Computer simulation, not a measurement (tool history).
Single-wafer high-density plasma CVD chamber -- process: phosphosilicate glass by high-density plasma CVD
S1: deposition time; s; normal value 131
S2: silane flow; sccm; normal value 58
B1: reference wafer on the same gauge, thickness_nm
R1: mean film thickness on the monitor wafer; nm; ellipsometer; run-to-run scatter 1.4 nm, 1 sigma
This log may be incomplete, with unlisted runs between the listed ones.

Run 1, day 0: usual settings but S2 50 sccm; B1 893.718. Result: R1 638.406 nm.
Run 2, day 1.8: usual settings; B1 894.622. Result: R1 736.01 nm.
Run 3, day 2.454: usual settings; B1 894.221. Result: R1 735.721 nm.
Run 4, day 3.121: usual settings; B1 894.509. Result: R1 737.899 nm.
Run 5, day 3.612: usual settings; B1 894.238. Result: R1 734.413 nm.
Run 6, day 4.012: usual settings; B1 894.463. Result: R1 735.715 nm.
Run 7, day 4.675: usual settings; B1 894.377. Result: R1 736.005 nm.
Run 8, day 5.267: usual settings; B1 893.884. Result: R1 731.305 nm.
Run 9, day 5.546: usual settings; B1 893.661. Result: R1 734.153 nm.
Run 10, day 5.842: usual settings; B1 893.834. Result: R1 733.308 nm.
Run 11, day 6.258: usual settings; B1 893.697. Result: R1 732.948 nm.
Run 12, day 6.621: usual settings; B1 894.083. Result: R1 731.74 nm.
Run 13, day 6.925: usual settings but S1 117 s, S2 67 sccm; B1 893.712. Result: R1 755.135 nm.
Run 14, day 7.233: usual settings but S1 124 s; B1 894.508. Result: R1 693.512 nm.
Run 15, day 7.942: usual settings; B1 893.919. Result: R1 731.018 nm.
At day 8.362: silane flow controller replaced.
Run 16, day 8.425: usual settings but S1 148 s, S2 65 sccm; B1 893.594. Result: R1 980.736 nm.
Run 17, day 9.05: usual settings but S1 106 s, S2 54 sccm; B1 894.477. Result: R1 585.707 nm.
Run 18, day 9.596: usual settings but S1 143 s, S2 64 sccm; B1 893.449. Result: R1 933.607 nm.
Run 19, day 10: usual settings but S1 145 s, S2 47 sccm; B1 894.032. Result: R1 697.717 nm.
At day 10.162: gauge calibrated.
Run 20, day 10.662: usual settings; B1 893.641. Result: R1 777.389 nm.
Run 21, day 11.392: usual settings; B1 894.251. Result: R1 777.734 nm.
Run 22, day 11.912: usual settings but S1 155 s, S2 53 sccm; B1 894.174. Result: R1 840.903 nm.
Run 23, day 12.467: usual settings but S1 154 s, S2 68 sccm; B1 894.03. Result: R1 1064.584 nm.
Run 24, day 13.138: usual settings but S1 144 s; B1 893.936. Result: R1 853.534 nm.

Expected results for the next run?
Run 25, day 13.438: usual settings but S1 107 s, S2 65 sccm; B1 ?. Result: R1 ?.

Run 25 measured B1 893.746, R1 709.64 nm.
On a tool with no hidden condition, and with the same random variation, this run would have come out at R1 705.878 nm.
